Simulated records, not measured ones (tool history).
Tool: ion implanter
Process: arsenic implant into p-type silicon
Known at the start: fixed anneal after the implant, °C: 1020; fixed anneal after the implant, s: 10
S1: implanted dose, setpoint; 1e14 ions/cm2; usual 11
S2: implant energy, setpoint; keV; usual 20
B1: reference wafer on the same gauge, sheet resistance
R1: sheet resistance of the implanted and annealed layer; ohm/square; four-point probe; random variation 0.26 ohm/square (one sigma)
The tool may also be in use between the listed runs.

Run 1, hour 0: usual settings but S2 17.5 keV; B1 166. Result: R1 147.94 ohm/square.
Run 2, hour 10.6: usual settings but S2 17.5 keV; B1 165.96. Result: R1 147.94 ohm/square.
Run 3, hour 21.3: usual settings but S2 17.5 keV; B1 166. Result: R1 148.18 ohm/square.
Run 4, hour 35.9: usual settings; B1 166.03. Result: R1 143.14 ohm/square.
Run 5, hour 48.8: usual settings; B1 166. Result: R1 143.3 ohm/square.
Run 6, hour 59.1: usual settings but S1 9.81 1e14 ions/cm2; B1 165.95. Result: R1 151.27 ohm/square.
Run 7, hour 66.7: usual settings but S1 9.81 1e14 ions/cm2; B1 166.05. Result: R1 151.43 ohm/square.
Run 8, hour 79.2: usual settings; B1 166.05. Result: R1 143.37 ohm/square.
Run 9, hour 95.4: usual settings; B1 166. Result: R1 142.98 ohm/square.
Run 10, hour 135: usual settings; B1 165.95. Result: R1 143.21 ohm/square.
Run 11, hour 150.9: usual settings; B1 166.02. Result: R1 142.98 ohm/square.
Run 12, hour 160.2: usual settings; B1 166. Result: R1 143.55 ohm/square.
Run 13, hour 175.1: usual settings; B1 165.98. Result: R1 142.97 ohm/square.
Run 14, hour 187.3: usual settings; B1 165.98. Result: R1 143.84 ohm/square.
Run 15, hour 201.5: usual settings but S1 8.53 1e14 ions/cm2, S2 16.5 keV; B1 166. Result: R1 171.73 ohm/square.
Run 16, hour 213.4: usual settings but S1 12.88 1e14 ions/cm2; B1 165.98. Result: R1 133.82 ohm/square.
Run 17, hour 227.8: usual settings but S1 8.56 1e14 ions/cm2; B1 166.03. Result: R1 164.67 ohm/square.
Run 18, hour 242.8: usual settings but S1 13.58 1e14 ions/cm2; B1 166.01. Result: R1 130.97 ohm/square.
Run 19, hour 249.8: usual settings but S1 10.15 1e14 ions/cm2, S2 17 keV; B1 166. Result: R1 155.78 ohm/square.
Run 20, hour 260.4: usual settings but S1 14.17 1e14 ions/cm2, S2 16 keV; B1 166. Result: R1 138.54 ohm/square.
Run 21, hour 270.5: usual settings but S1 8.06 1e14 ions/cm2, S2 16.5 keV; B1 165.98. Result: R1 177.84 ohm/square.
Run 22, hour 276.6: usual settings but S1 14 1e14 ions/cm2, S2 25.5 keV; B1 166.03. Result: R1 120.18 ohm/square.
Run 23, hour 284.4: usual settings; B1 166.04. Result: R1 143.34 ohm/square.
Run 24, hour 295: usual settings but S1 8.09 1e14 ions/cm2, S2 17.5 keV; B1 166.02. Result: R1 175.42 ohm/square.
Run 25, hour 301.1: usual settings; B1 166. Result: R1 143.36 ohm/square.
Run 26, hour 308.9: usual settings; B1 166. Result: R1 144.02 ohm/square.
Run 27, hour 326.3: usual settings but S1 12.91 1e14 ions/cm2, S2 15 keV; B1 166.05. Result: R1 144.77 ohm/square.
Run 28, hour 340.5: usual settings; B1 166.05. Result: R1 138.94 ohm/square.
Run 29, hour 361.5: usual settings; B1 166.03. Result: R1 139.64 ohm/square.
Run 30, hour 376.8: usual settings but S1 8.6 1e14 ions/cm2; B1 165.99. Result: R1 158.67 ohm/square.
Run 31, hour 388.5: usual settings but S1 8.79 1e14 ions/cm2, S2 14.5 keV; B1 165.99. Result: R1 168.05 ohm/square.
Run 32, hour 397: usual settings but S1 14.1 1e14 ions/cm2, S2 25.5 keV; B1 166.04. Result: R1 116.87 ohm/square.
Run 33, hour 410.2: usual settings but S1 9 1e14 ions/cm2, S2 14.5 keV; B1 165.98. Result: R1 165.48 ohm/square.
Run 34, hour 416.9: usual settings but S1 13.11 1e14 ions/cm2, S2 23 keV; B1 165.98. Result: R1 124.09 ohm/square.
Run 35, hour 431.2: usual settings but S1 8.32 1e14 ions/cm2; B1 166. Result: R1 161.77 ohm/square.
Run 36, hour 437.7: usual settings; B1 165.92. Result: R1 139.55 ohm/square.
Run 37, hour 448.6: usual settings but S1 14.12 1e14 ions/cm2; B1 166.04. Result: R1 126.49 ohm/square.
Run 38, hour 466: usual settings but S1 13.69 1e14 ions/cm2; B1 165.93. Result: R1 127.86 ohm/square.

Taken out of this log: 3 entries between the listed runs. Where each belongs, and how the hidden state differs across it:
Between runs 9 and 10: gauge calibrated (hour 131.5)
  deviation of the true dose from the Faraday cup's reading, %: -5.03 -> -5.16
  measured less the result without the state, R1: +3.42 -> +3.52 ohm/square
Between runs 23 and 24: extraction supply calibrated (hour 294.5)
  deviation of the true dose from the Faraday cup's reading, %: -5.65 -> -5.68
  measured less the result without the state, R1: +3.87 -> +5.92 ohm/square
Between runs 27 and 28: Faraday cup replaced and dose calibrated (hour 340)
  deviation of the true dose from the Faraday cup's reading, %: -5.78 -> 0.676
  measured less the result without the state, R1: +2.84 -> -0.42 ohm/square

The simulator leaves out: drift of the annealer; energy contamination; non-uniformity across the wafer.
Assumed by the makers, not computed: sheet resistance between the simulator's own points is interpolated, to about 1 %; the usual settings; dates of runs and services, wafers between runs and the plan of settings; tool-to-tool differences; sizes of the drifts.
